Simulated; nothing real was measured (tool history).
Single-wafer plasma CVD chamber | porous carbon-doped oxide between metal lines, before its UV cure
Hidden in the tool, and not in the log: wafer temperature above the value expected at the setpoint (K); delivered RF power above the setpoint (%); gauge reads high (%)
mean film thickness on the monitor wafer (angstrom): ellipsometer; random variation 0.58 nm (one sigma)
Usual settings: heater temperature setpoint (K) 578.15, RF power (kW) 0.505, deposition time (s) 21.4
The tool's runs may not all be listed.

run    hour  heater temperature setpoint (K)  RF power (kW)  deposition time (s)  wafers since the last listed run  hours since the last thermocouple change  hours since the last RF generator calibration  hours since the showerhead was replaced  hours since the gauge calibration  read-back reference wafer on the same gauge, thickness_nm  mean film thickness on the monitor wafer (angstrom)
  1     0.0                           578.15          0.505                 21.4                                 0                                    1221.7                                          868.9                                   6043.9                              483.3                                                    144.121                                              1236.28
  2   194.0                           578.15          0.505                 21.4                              3941                                    1415.7                                         1062.9                                   6237.9                              677.3                                                    143.994                                              1239.11
  3   240.5                           578.15          0.505                 21.4                               944                                    1462.2                                         1109.4                                   6284.4                              723.8                                                    143.955                                              1241.15
  4   277.6                           578.15          0.505                 21.4                               753                                    1499.3                                         1146.5                                   6321.5                              760.9                                                    144.098                                              1241.16
  5   317.8                           578.15          0.505                 21.4                               816                                    1539.5                                         1186.7                                   6361.7                              801.1                                                    143.984                                              1252.33
      377.0  -- RF generator calibrated
  6   379.9                           578.15          0.505                 21.4                              1099                                    1601.6                                            2.9                                   6423.8                              863.2                                                    144.012                                              1244.08
      398.2  -- showerhead replaced
      416.5  -- thermocouple changed; heater temperature recalibrated
  7   424.8                           578.15          0.575                 21.4                               587                                       8.3                                           47.8                                     26.6                              908.1                                                    144.044                                              1361.13
  8   487.6                           578.15          0.575                 21.4                              1275                                      71.1                                          110.6                                     89.4                              970.9                                                    143.963                                              1374.06
  9   540.9                           578.15          0.505                 21.4                              1082                                     124.4                                          163.9                                    142.7                             1024.2                                                    143.993                                              1210.27
 10   603.6                           578.15          0.505                 21.4                              1273                                     187.1                                          226.6                                    205.4                             1086.9                                                    143.845                                              1211.62
      627.0  -- gauge calibrated
 11   633.3                           578.15          0.505                 21.4                               603                                     216.8                                          256.3                                    235.1                                6.3                                                    144.048                                              1202.21
 12   701.4                           565.15          0.565                 23.3                              1383                                     284.9                                          324.4                                    303.2                               74.4                                                    143.828                                              1551.19
 13   769.1                           578.15          0.405                 21.4                              1375                                     352.6                                          392.1                                    370.9                              142.1                                                    144.158                                               934.33
 14   801.5                           578.15          0.595                 25.5                               658                                     385.0                                          424.5                                    403.3                              174.5                                                    143.910                                              1673.12
 15   842.7                           578.15          0.505                 21.4                               837                                     426.2                                          465.7                                    444.5                              215.7                                                    143.990                                              1224.12
 16   870.0                           569.15          0.590                 21.4                               554                                     453.5                                          493.0                                    471.8                              243.0                                                    143.877                                              1461.55
 17   898.3                           572.15          0.505                 22.6                               574                                     481.8                                          521.3                                    500.1                              271.3                                                    143.884                                              1317.37
 18   960.9                           588.15          0.460                 23.5                              1271                                     544.4                                          583.9                                    562.7                              333.9                                                    144.017                                              1143.17
 19  1091.3                           578.15          0.505                 21.4                              2649                                     674.8                                          714.3                                    693.1                              464.3                                                    144.144                                              1203.87
 20  1120.5                           578.15          0.505                 21.4                               593                                     704.0                                          743.5                                    722.3                              493.5                                                    144.067                                              1211.12
 21  1161.2                           578.15          0.505                 24.0                               826                                     744.7                                          784.2                                    763.0                              534.2                                                    143.871                                              1349.83
 22  1188.2                           564.15          0.560                 21.4                               548                                     771.7                                          811.2                                    790.0                              561.2                                                    143.979                                              1432.28

4 ways to go on from here, each from the tool as it stands after run 22. What would each give?
  A  1188.6                           578.15          0.505                 17.2                                 8                                     772.1                                          811.6                                    790.4                              561.6                                                          ?                                                    ?
  B  1188.6                           590.15          0.450                 21.4                                 8                                     772.1                                          811.6                                    790.4                              561.6                                                          ?                                                    ?
  C  1188.6                           589.15          0.465                 23.4                                 8                                     772.1                                          811.6                                    790.4                              561.6                                                          ?                                                    ?
  D  1188.6                           568.15          0.470                 21.4                                 8                                     772.1                                          811.6                                    790.4                              561.6                                                          ?                                                    ?

run  read-back reference wafer on the same gauge, thickness_nm  mean film thickness on the monitor wafer (angstrom)
  A                                                    143.915                                               979.72
  B                                                    143.915                                              1011.04
  C                                                    143.915                                              1150.99
  D                                                    143.915                                              1183.85
Without the tool's hidden state the same runs would have given:
run  mean film thickness on the monitor wafer (angstrom)
  A                                               978.89
  B                                              1010.23
  C                                              1150.06
  D                                              1182.78

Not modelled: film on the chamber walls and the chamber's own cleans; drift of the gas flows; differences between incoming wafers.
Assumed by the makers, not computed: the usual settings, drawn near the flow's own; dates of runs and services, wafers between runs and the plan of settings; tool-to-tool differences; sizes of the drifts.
